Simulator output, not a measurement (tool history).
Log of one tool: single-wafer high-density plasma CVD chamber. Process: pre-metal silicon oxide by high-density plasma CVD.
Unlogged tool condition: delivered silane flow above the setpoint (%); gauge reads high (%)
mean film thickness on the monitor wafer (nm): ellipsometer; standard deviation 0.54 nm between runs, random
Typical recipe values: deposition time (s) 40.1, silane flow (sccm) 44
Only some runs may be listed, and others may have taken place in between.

| run | hour | deposition time (s) | silane flow (sccm) | wafers since the last listed run | hours since the silane flow controller was replaced | hours since the gauge calibration | read-back reference wafer on the same gauge, thickness_nm | mean film thickness on the monitor wafer (nm) |
|---|---|---|---|---|---|---|---|---|
| 1 | 0 | 40.1 | 41 | 0 | 2440.7 | 373.9 | 206.017 | 183.604 |
| 2 | 59.1 | 40.1 | 41 | 1659 | 2499.8 | 433 | 205.979 | 185.187 |
| 3 | 129.3 | 40.1 | 41 | 1971 | 2570 | 503.2 | 206.066 | 185.841 |
| 4 | 168.8 | 44.1 | 44 | 1109 | 2609.5 | 542.7 | 206.005 | 217.94 |
| 5 | 198.1 | 44.1 | 44 | 822 | 2638.8 | 572 | 205.939 | 218.081 |
| 6 | 223.9 | 44.1 | 44 | 724 | 2664.6 | 597.8 | 205.919 | 218.075 |
| 7 | 290.1 | 40.1 | 44 | 1858 | 2730.8 | 664 | 206.007 | 197.915 |
| 8 | 319.7 | 40.1 | 44 | 831 | 2760.4 | 693.6 | 206.035 | 198.048 |
|  | 329.1 | gauge calibrated |
| 9 | 372 | 36.4 | 49 | 1468 | 2812.7 | 42.9 | 205.967 | 200.453 |
| 10 | 400.8 | 44.1 | 44 | 808 | 2841.5 | 71.7 | 206.007 | 217.089 |
| 11 | 472.5 | 45 | 40 | 2013 | 2913.2 | 143.4 | 205.914 | 202.34 |
| 12 | 505.8 | 40.1 | 44 | 934 | 2946.5 | 176.7 | 205.861 | 197.843 |
|  | 581.2 | silane flow controller replaced |
| 13 | 672.7 | 33.3 | 42 | 4461 | 91.5 | 343.6 | 206.042 | 148.461 |
| 14 | 743.4 | 37.7 | 44 | 1985 | 162.2 | 414.3 | 206.054 | 175.911 |
| 15 | 767.7 | 34.4 | 44 | 682 | 186.5 | 438.6 | 205.89 | 161.108 |
| 16 | 834.9 | 44.1 | 44 | 1886 | 253.7 | 505.8 | 205.996 | 208.93 |

Here are 5 independent what-if runs from the current tool condition. What would each one return?
| A | 835.3 | 40.1 | 44 | 11 | 254.1 | 506.2 | ? | ? |
| B | 835.3 | 36.3 | 48 | 11 | 254.1 | 506.2 | ? | ? |
| C | 835.3 | 32.9 | 46 | 11 | 254.1 | 506.2 | ? | ? |
| D | 835.3 | 34.3 | 44 | 11 | 254.1 | 506.2 | ? | ? |
| E | 835.3 | 47.6 | 37 | 11 | 254.1 | 506.2 | ? | ? |

| run | read-back reference wafer on the same gauge, thickness_nm | mean film thickness on the monitor wafer (nm) |
|---|---|---|
| A | 206.163 | 189.313 |
| B | 206.163 | 186.952 |
| C | 206.163 | 162.381 |
| D | 206.163 | 161.931 |
| E | 206.163 | 188.969 |
What these runs would have given with no unlogged condition in the tool:
| run | mean film thickness on the monitor wafer (nm) |
|---|---|
| A | 186.504 |
| B | 184.178 |
| C | 159.972 |
| D | 159.528 |
| E | 186.166 |
